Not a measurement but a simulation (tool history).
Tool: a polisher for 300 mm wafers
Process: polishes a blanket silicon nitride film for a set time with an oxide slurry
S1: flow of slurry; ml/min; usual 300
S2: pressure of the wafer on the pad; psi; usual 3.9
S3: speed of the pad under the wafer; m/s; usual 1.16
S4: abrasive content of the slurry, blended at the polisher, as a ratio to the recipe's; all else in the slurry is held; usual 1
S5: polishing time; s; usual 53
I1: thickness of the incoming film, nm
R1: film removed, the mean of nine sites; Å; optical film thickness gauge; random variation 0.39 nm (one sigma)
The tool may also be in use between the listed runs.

run,hour,S1,S2,S3,S4,S5,I1,R1
1,0,300,3.9,1.38,1,53,396.6,474
# hour 31: head pressure recalibrated
2,35.1,300,3.9,1.38,1,53,400.3,472
3,55.6,300,3.2,1.16,1,53,392.2,333
4,85.6,300,3.9,1.16,1,41,397.3,308
# hour 92: slurry blender recalibrated
5,119,300,2.6,1.16,1,53,401.1,264
6,154.1,300,3.9,1.16,1,53,408.6,386
# hour 170.7: worn pad replaced by a new one
7,186.9,300,3.9,1.16,1,53,399.8,412
# hour 196.7: conditioning disc replaced and pad reconditioned
8,217.6,300,3.9,1.16,1,53,400.1,408
9,248.5,300,3.9,1.16,1,53,401.2,410
10,266.5,325,3.9,1.16,1,53,394.9,417
11,289.9,395,2.8,1.04,1,53,406.1,274
# hour 306.3: slurry nozzle cleaned
12,312.6,355,3.9,1.16,1,53,400.6,403
13,331.3,300,3.9,1.16,1,53,393.7,403
14,365.1,300,3.9,1.52,1,53,404.5,487
15,394.5,300,2.7,1.16,0.85,53,398.1,246
# hour 407.9: worn pad replaced by a new one
16,416.5,275,3.9,1.54,1,63,391.1,613
17,437.7,300,3.9,1.16,1,53,399.8,419
# hour 453.2: slurry blender recalibrated
18,465.7,300,2.9,1.16,1,42,403.8,245
19,501.1,365,3.9,1.16,1,53,398.1,420
20,532,300,4.4,0.82,1.2,53,398.2,385
# hour 536.3: conditioning disc replaced and pad reconditioned
21,546,260,3.9,0.86,1,53,407.2,314
22,566.4,300,3.9,1.16,1,53,397.8,406

Forecast run 23:
23,586.9,300,3,1.5,0.9,65,397.4,?

Run 23 gave R1 431 Å.
Without the tool's hidden state the same run would have given R1 449 Å.

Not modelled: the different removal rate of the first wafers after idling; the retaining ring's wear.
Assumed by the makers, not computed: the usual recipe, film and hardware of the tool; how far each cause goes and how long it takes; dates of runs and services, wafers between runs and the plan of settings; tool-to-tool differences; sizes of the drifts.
